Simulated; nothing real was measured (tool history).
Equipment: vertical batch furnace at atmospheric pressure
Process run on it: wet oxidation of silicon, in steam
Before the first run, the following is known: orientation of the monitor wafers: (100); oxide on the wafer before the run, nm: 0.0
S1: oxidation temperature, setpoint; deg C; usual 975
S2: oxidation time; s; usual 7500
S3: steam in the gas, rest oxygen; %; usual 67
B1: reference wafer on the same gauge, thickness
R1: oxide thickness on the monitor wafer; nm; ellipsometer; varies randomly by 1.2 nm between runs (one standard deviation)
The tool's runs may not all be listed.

{"run": 1, "day": 0.0, "S1": 975, "S2": 7500, "S3": 67, "B1": 374.91, "R1": 404.53}
{"run": 2, "day": 0.875, "S1": 975, "S2": 7500, "S3": 67, "B1": 375.03, "R1": 404.05}
{"run": 3, "day": 3.0, "S1": 975, "S2": 7500, "S3": 67, "B1": 374.48, "R1": 403.82}
{"run": 4, "day": 3.725, "S1": 975, "S2": 7500, "S3": 67, "B1": 374.79, "R1": 402.57}
{"run": 5, "day": 4.4, "S1": 975, "S2": 7500, "S3": 67, "B1": 375.0, "R1": 404.64}
{"run": 6, "day": 4.883, "S1": 975, "S2": 7500, "S3": 67, "B1": 374.56, "R1": 403.56}
{"run": 7, "day": 5.325, "S1": 975, "S2": 7500, "S3": 67, "B1": 374.75, "R1": 405.36}
{"run": 8, "day": 6.3, "S1": 975, "S2": 7500, "S3": 67, "B1": 375.03, "R1": 401.92}
{"run": 9, "day": 7.283, "S1": 975, "S2": 7500, "S3": 67, "B1": 375.39, "R1": 403.21}
{"run": 10, "day": 8.079, "S1": 975, "S2": 7500, "S3": 67, "B1": 374.81, "R1": 404.08}
{"run": 11, "day": 8.962, "S1": 975, "S2": 7500, "S3": 67, "B1": 375.38, "R1": 401.15}
{"run": 12, "day": 9.479, "S1": 975, "S2": 7500, "S3": 67, "B1": 374.38, "R1": 403.42}
{"run": 13, "day": 9.821, "S1": 975, "S2": 7500, "S3": 59, "B1": 374.72, "R1": 368.75}
{"run": 14, "day": 11.762, "S1": 962, "S2": 7500, "S3": 67, "B1": 374.73, "R1": 362.29}
{"run": 15, "day": 12.667, "S1": 962, "S2": 7500, "S3": 67, "B1": 374.82, "R1": 360.85}
{"day": 14.442, "done": "steam generator serviced"}
{"run": 16, "day": 14.55, "S1": 975, "S2": 7500, "S3": 67, "B1": 374.72, "R1": 422.45}
{"run": 17, "day": 15.142, "S1": 962, "S2": 7500, "S3": 67, "B1": 375.13, "R1": 380.37}
{"run": 18, "day": 15.871, "S1": 993, "S2": 10530, "S3": 67, "B1": 374.48, "R1": 602.39}
{"run": 19, "day": 16.3, "S1": 975, "S2": 7500, "S3": 73, "B1": 374.78, "R1": 449.73}
{"run": 20, "day": 17.092, "S1": 975, "S2": 9720, "S3": 67, "B1": 374.51, "R1": 507.1}
{"run": 21, "day": 17.55, "S1": 997, "S2": 10260, "S3": 67, "B1": 374.77, "R1": 607.57}
{"day": 17.629, "done": "gauge calibrated"}
{"run": 22, "day": 17.962, "S1": 975, "S2": 7500, "S3": 67, "B1": 375.43, "R1": 421.43}
{"day": 19.042, "done": "thermocouples replaced and temperature profile calibrated"}
{"run": 23, "day": 19.062, "S1": 975, "S2": 7500, "S3": 67, "B1": 375.08, "R1": 422.7}
{"run": 24, "day": 19.296, "S1": 975, "S2": 7500, "S3": 67, "B1": 374.59, "R1": 421.77}
{"run": 25, "day": 19.525, "S1": 975, "S2": 4830, "S3": 67, "B1": 375.07, "R1": 308.25}
{"run": 26, "day": 19.938, "S1": 961, "S2": 4350, "S3": 60, "B1": 375.13, "R1": 228.89}
{"run": 27, "day": 20.654, "S1": 975, "S2": 9390, "S3": 67, "B1": 374.94, "R1": 493.14}
{"run": 28, "day": 21.408, "S1": 999, "S2": 7500, "S3": 75, "B1": 374.93, "R1": 539.59}
{"run": 29, "day": 22.329, "S1": 975, "S2": 7500, "S3": 67, "B1": 374.67, "R1": 422.17}
{"run": 30, "day": 23.312, "S1": 975, "S2": 7500, "S3": 60, "B1": 374.57, "R1": 390.18}
{"run": 31, "day": 23.683, "S1": 964, "S2": 5220, "S3": 67, "B1": 375.34, "R1": 295.44}
{"run": 32, "day": 24.617, "S1": 975, "S2": 7500, "S3": 67, "B1": 375.15, "R1": 423.5}
{"run": 33, "day": 25.033, "S1": 975, "S2": 7500, "S3": 67, "B1": 375.1, "R1": 423.0}
{"run": 34, "day": 25.792, "S1": 969, "S2": 7500, "S3": 75, "B1": 375.12, "R1": 435.47}
{"run": 35, "day": 26.538, "S1": 956, "S2": 7500, "S3": 67, "B1": 375.14, "R1": 360.68}
{"run": 36, "day": 26.867, "S1": 951, "S2": 7500, "S3": 67, "B1": 375.0, "R1": 344.72}
{"run": 37, "day": 27.833, "S1": 975, "S2": 7500, "S3": 67, "B1": 375.06, "R1": 423.22}
{"run": 38, "day": 28.762, "S1": 975, "S2": 5430, "S3": 67, "B1": 375.39, "R1": 336.42}

Exercise: give the hidden state of the tool at every run:
true tube temperature minus thermocouple reading, K: 0 at every run
gauge reads high (%): 0 at every run
H1: steam share off its setpoint, % of the setpoint
run=1 H1=-6.47
run=2 H1=-6.55
run=3 H1=-6.73
run=4 H1=-6.79
run=5 H1=-6.85
run=6 H1=-6.9
run=7 H1=-6.93
run=8 H1=-7.02
run=9 H1=-7.11
run=10 H1=-7.18
run=11 H1=-7.26
run=12 H1=-7.31
run=13 H1=-7.34
run=14 H1=-7.52
run=15 H1=-7.6
run=16 H1=-0.657
run=17 H1=-0.657
run=18 H1=-0.658
run=19 H1=-0.658
run=20 H1=-0.659
run=21 H1=-0.66
run=22 H1=-0.661
run=23 H1=-0.664
run=24 H1=-0.664
run=25 H1=-0.665
run=26 H1=-0.666
run=27 H1=-0.669
run=28 H1=-0.672
run=29 H1=-0.676
run=30 H1=-0.681
run=31 H1=-0.683
run=32 H1=-0.688
run=33 H1=-0.691
run=34 H1=-0.696
run=35 H1=-0.701
run=36 H1=-0.704
run=37 H1=-0.711
run=38 H1=-0.719
